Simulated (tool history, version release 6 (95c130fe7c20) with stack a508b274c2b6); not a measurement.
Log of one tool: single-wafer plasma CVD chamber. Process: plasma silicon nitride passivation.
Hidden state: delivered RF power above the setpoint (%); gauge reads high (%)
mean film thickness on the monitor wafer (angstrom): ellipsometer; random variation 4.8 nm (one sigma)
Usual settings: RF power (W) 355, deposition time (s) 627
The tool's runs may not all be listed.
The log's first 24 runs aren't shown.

run,day,RF power (W),deposition time (s),wafers since the last listed run,hours since the last RF generator calibration,hours since the showerhead was replaced,hours since the gauge calibration,"read-back reference wafer on the same gauge, thickness_nm",mean film thickness on the monitor wafer (angstrom)
25,26.854,405,590,57,311.7,282.4,99.3,839.635,7949.66
26,27.854,355,627,83,335.7,306.4,123.3,841.815,8163.31
27,29.108,355,627,104,365.8,336.5,153.4,839.655,8187.02
28,30.200,310,546,90,392.0,362.7,179.6,839.477,6854.24
29,33.688,355,627,289,475.7,446.4,263.3,841.225,8075.81
30,34.325,355,525,53,491.0,461.7,278.6,837.529,6809.16
31,34.942,355,707,51,505.8,476.5,293.4,839.965,9157.77
32,36.171,395,591,102,535.3,506.0,322.9,841.948,7836.64
33,37.342,330,693,97,563.4,534.1,351.0,841.462,8730.34
34,38.729,425,748,115,596.7,567.4,384.3,839.477,10129.61
35,39.275,310,659,45,609.8,580.5,397.4,842.934,8308.56
36,40.042,355,627,63,628.2,598.9,415.8,842.342,8038.08
37,40.904,355,627,71,648.9,619.6,436.5,841.429,8059.24
38,42.129,375,697,101,678.3,649.0,465.9,840.619,9054.59
39,42.967,320,696,69,698.4,669.1,486.0,839.417,8765.59
40,43.567,325,719,49,712.8,683.5,500.4,841.224,9172.01

4 ways to go on from here, each from the tool as it stands after run 40. What would each give?
A,43.592,355,627,2,713.4,684.1,501.0,?,?
B,43.592,320,534,2,713.4,684.1,501.0,?,?
C,43.592,285,562,2,713.4,684.1,501.0,?,?
D,43.592,355,534,2,713.4,684.1,501.0,?,?

run,"read-back reference wafer on the same gauge, thickness_nm",mean film thickness on the monitor wafer (angstrom)
A,840.434,8043.91
B,840.434,6693.48
C,840.434,6869.26
D,840.434,6850.80
Without the tool's hidden state the same runs would have given:
run,mean film thickness on the monitor wafer (angstrom)
A,8147.43
B,6779.61
C,6957.66
D,6938.96
